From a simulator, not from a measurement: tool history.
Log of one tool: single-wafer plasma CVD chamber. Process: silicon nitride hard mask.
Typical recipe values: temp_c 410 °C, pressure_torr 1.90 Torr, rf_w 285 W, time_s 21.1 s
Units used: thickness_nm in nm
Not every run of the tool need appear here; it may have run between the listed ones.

run   hour  temp_c  pressure_torr  rf_w  time_s  read-back reference wafer on the same gauge, thickness_nm  thickness_nm
  1    0.0     402           1.90   285    21.1                                                     18.299        20.030
  2   14.3     402           1.90   285    21.1                                                     18.304        20.018
  3   31.4     402           1.90   285    21.1                                                     18.314        19.971
  4   44.4     410           1.90   285    21.1                                                     18.300        19.886
  5   54.0     410           1.90   285    21.1                                                     18.308        19.853
  6   64.3     410           1.90   285    21.1                                                     18.302        19.873
  7   81.8     410           1.90   285    21.1                                                     18.307        19.806
  8   97.8     410           1.90   285    21.1                                                     18.312        19.848
  9  110.2     410           1.90   285    21.1                                                     18.300        19.841
 10  126.3     410           1.90   285    21.1                                                     18.307        19.794
 11  141.1     410           1.90   305    21.1                                                     18.300        20.979
     146.3  -- gauge calibrated
 12  151.7     410           1.90   270    21.1                                                     18.313        18.872
 13  164.9     410           1.90   270    21.1                                                     18.317        18.860
 14  170.9     410           1.90   285    19.4                                                     18.299        18.148
 15  177.2     397           1.69   255    25.1                                                     18.301        20.784
 16  184.2     410           1.57   260    21.1                                                     18.284        17.195
     208.3  -- thermocouple changed; heater temperature recalibrated
 17  208.8     397           1.90   260    18.8                                                     18.302        16.310
 18  212.8     410           1.90   285    21.1                                                     18.296        19.805
     229.2  -- capacitance manometer re-zeroed and calibrated
     230.6  -- showerhead replaced
 19  231.1     402           1.90   285    21.1                                                     18.310        19.808
     239.1  -- RF generator calibrated
 20  243.2     401           1.90   265    23.7                                                     18.315        21.922
 21  254.4     410           1.90   285    21.1                                                     18.291        20.718
 22  271.5     410           1.90   335    21.1                                                     18.300        23.579
 23  285.3     410           1.90   285    24.2                                                     18.298        23.744
 24  300.1     400           1.90   285    21.1                                                     18.299        20.769
 25  314.2     410           1.90   285    21.1                                                     18.289        20.676
 26  324.9     410           1.69   285    21.1                                                     18.305        20.032
 27  332.8     410           2.14   285    21.1                                                     18.304        21.349
 28  343.7     410           1.90   285    21.1                                                     18.294        20.725

Predict each of these 5 candidate next runs independently; none follows another, all start after run 28:
  A  344.1     410           1.90   285    21.1                                                          ?             ?
  B  344.1     410           1.90   325    17.9                                                          ?             ?
  C  344.1     419           2.12   265    21.1                                                          ?             ?
  D  344.1     410           1.90   255    21.1                                                          ?             ?
  E  344.1     404           1.61   285    21.1                                                          ?             ?

run  read-back reference wafer on the same gauge, thickness_nm  thickness_nm
  A                                                     18.302        20.665
  B                                                     18.302        19.515
  C                                                     18.302        19.895
  D                                                     18.302        18.732
  E                                                     18.302        19.738
With no hidden state in the tool, these same runs would have given:
run  thickness_nm
  A        20.677
  B        19.526
  C        19.907
  D        18.743
  E        19.749
